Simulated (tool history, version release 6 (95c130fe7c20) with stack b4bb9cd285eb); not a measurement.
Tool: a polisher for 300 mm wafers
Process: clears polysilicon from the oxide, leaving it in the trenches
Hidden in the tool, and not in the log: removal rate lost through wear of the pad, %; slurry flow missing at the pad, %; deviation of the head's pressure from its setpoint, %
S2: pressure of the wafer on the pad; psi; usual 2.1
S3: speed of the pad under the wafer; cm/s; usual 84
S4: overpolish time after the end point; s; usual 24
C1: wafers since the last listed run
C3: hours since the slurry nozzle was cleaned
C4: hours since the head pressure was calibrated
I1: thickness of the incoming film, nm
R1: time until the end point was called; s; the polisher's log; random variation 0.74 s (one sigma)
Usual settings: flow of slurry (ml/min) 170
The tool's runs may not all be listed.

run 1 day=0 | flow_of_slurry_(ml/min)=210 S2=2.1 S3=62 S4=24 | C1=0 wafers_polished_on_this_pad=1355 C3=781.5 C4=518.9 | I1=435.3 | R1=59.8
-- day=0.354 worn pad replaced by a new one
run 2 day=1.062 | flow_of_slurry_(ml/min)=210 S2=2.1 S3=62 S4=24 | C1=224 wafers_polished_on_this_pad=177 C3=807 C4=544.4 | I1=448.9 | R1=62.6
run 3 day=2.012 | flow_of_slurry_(ml/min)=170 S2=2.1 S3=84 S4=24 | C1=238 wafers_polished_on_this_pad=416 C3=829.8 C4=567.2 | I1=443.8 | R1=47.4
run 4 day=3.167 | flow_of_slurry_(ml/min)=170 S2=2.1 S3=84 S4=24 | C1=289 wafers_polished_on_this_pad=705 C3=857.5 C4=594.9 | I1=435.4 | R1=45.9
run 5 day=4.342 | flow_of_slurry_(ml/min)=170 S2=2.1 S3=84 S4=24 | C1=294 wafers_polished_on_this_pad=1000 C3=885.7 C4=623.1 | I1=436.8 | R1=46.9
run 6 day=5.725 | flow_of_slurry_(ml/min)=170 S2=2.1 S3=84 S4=24 | C1=347 wafers_polished_on_this_pad=1348 C3=918.9 C4=656.3 | I1=437.4 | R1=47.4
-- day=6.3 worn pad replaced by a new one
run 7 day=7.033 | flow_of_slurry_(ml/min)=170 S2=2.4 S3=84 S4=24 | C1=286 wafers_polished_on_this_pad=184 C3=950.3 C4=687.7 | I1=438.3 | R1=42
run 8 day=7.754 | flow_of_slurry_(ml/min)=170 S2=2.4 S3=84 S4=24 | C1=180 wafers_polished_on_this_pad=365 C3=967.6 C4=705 | I1=446.6 | R1=42.5
-- day=7.871 slurry nozzle cleaned
run 9 day=8.95 | flow_of_slurry_(ml/min)=170 S2=2.1 S3=84 S4=24 | C1=289 wafers_polished_on_this_pad=654 C3=25.9 C4=733.7 | I1=439.5 | R1=43.1
run 10 day=10.167 | flow_of_slurry_(ml/min)=170 S2=2.1 S3=84 S4=24 | C1=305 wafers_polished_on_this_pad=960 C3=55.1 C4=762.9 | I1=439.4 | R1=42.4
-- day=10.808 worn pad replaced by a new one
run 11 day=10.829 | flow_of_slurry_(ml/min)=170 S2=2.1 S3=84 S4=24 | C1=124 wafers_polished_on_this_pad=4 C3=71 C4=778.8 | I1=439.6 | R1=42.8
run 12 day=11.679 | flow_of_slurry_(ml/min)=170 S2=2.1 S3=74 S4=24 | C1=213 wafers_polished_on_this_pad=218 C3=91.4 C4=799.2 | I1=444.8 | R1=48.5
run 13 day=12.904 | flow_of_slurry_(ml/min)=170 S2=2.1 S3=94 S4=15 | C1=307 wafers_polished_on_this_pad=525 C3=120.8 C4=828.6 | I1=444.1 | R1=39.3
run 14 day=13.621 | flow_of_slurry_(ml/min)=170 S2=2.6 S3=84 S4=24 | C1=179 wafers_polished_on_this_pad=705 C3=138 C4=845.8 | I1=441.1 | R1=35.5
-- day=13.721 head pressure recalibrated
-- day=15.65 worn pad replaced by a new one
run 15 day=16.433 | flow_of_slurry_(ml/min)=170 S2=2.7 S3=70 S4=24 | C1=643 wafers_polished_on_this_pad=196 C3=205.5 C4=65.1 | I1=447.9 | R1=47.4
run 16 day=17.579 | flow_of_slurry_(ml/min)=170 S2=2.1 S3=84 S4=24 | C1=287 wafers_polished_on_this_pad=483 C3=233 C4=92.6 | I1=439.1 | R1=49.1
run 17 day=18.188 | flow_of_slurry_(ml/min)=125 S2=2.1 S3=72 S4=14 | C1=152 wafers_polished_on_this_pad=636 C3=247.6 C4=107.2 | I1=441.1 | R1=60.9
run 18 day=19.117 | flow_of_slurry_(ml/min)=155 S2=2.3 S3=84 S4=24 | C1=233 wafers_polished_on_this_pad=869 C3=269.9 C4=129.5 | I1=446.7 | R1=46.4
run 19 day=20.517 | flow_of_slurry_(ml/min)=220 S2=2.1 S3=84 S4=19 | C1=351 wafers_polished_on_this_pad=1221 C3=303.5 C4=163.1 | I1=445.3 | R1=49
-- day=20.996 worn pad replaced by a new one
run 20 day=21.95 | flow_of_slurry_(ml/min)=205 S2=2.7 S3=84 S4=24 | C1=317 wafers_polished_on_this_pad=239 C3=337.9 C4=197.5 | I1=444.7 | R1=38.7
run 21 day=23.292 | flow_of_slurry_(ml/min)=130 S2=2.1 S3=60 S4=24 | C1=336 wafers_polished_on_this_pad=576 C3=370.1 C4=229.7 | I1=433.8 | R1=68
run 22 day=24.196 | flow_of_slurry_(ml/min)=185 S2=1.6 S3=64 S4=24 | C1=226 wafers_polished_on_this_pad=803 C3=391.8 C4=251.4 | I1=436.8 | R1=80.1
run 23 day=24.912 | flow_of_slurry_(ml/min)=115 S2=2.3 S3=84 S4=24 | C1=179 wafers_polished_on_this_pad=983 C3=409 C4=268.6 | I1=443.4 | R1=48.4
-- day=25.771 worn pad replaced by a new one
run 24 day=25.858 | flow_of_slurry_(ml/min)=170 S2=2.1 S3=84 S4=24 | C1=195 wafers_polished_on_this_pad=22 C3=431.7 C4=291.3 | I1=439.3 | R1=49

What the log doesn't show, run by run:
removal rate lost through wear of the pad, %: 0 in every run
H1: slurry flow missing at the pad, %
H2: deviation of the head's pressure from its setpoint, %
run=1 H1=42.7 H2=9.87
run=2 H1=43.9 H2=10.2
run=3 H1=44.9 H2=10.5
run=4 H1=46.2 H2=10.9
run=5 H1=47.5 H2=11.2
run=6 H1=49 H2=11.7
run=7 H1=50.5 H2=12.1
run=8 H1=51.3 H2=12.3
run=9 H1=9.14 H2=12.7
run=10 H1=10.5 H2=13.1
run=11 H1=11.2 H2=13.3
run=12 H1=12.2 H2=13.5
run=13 H1=13.5 H2=13.9
run=14 H1=14.3 H2=14.1
run=15 H1=17.5 H2=-0.802
run=16 H1=18.7 H2=-0.444
run=17 H1=19.4 H2=-0.254
run=18 H1=20.4 H2=0.037
run=19 H1=22 H2=0.475
run=20 H1=23.6 H2=0.923
run=21 H1=25.1 H2=1.34
run=22 H1=26.1 H2=1.63
run=23 H1=26.9 H2=1.85
run=24 H1=27.9 H2=2.15
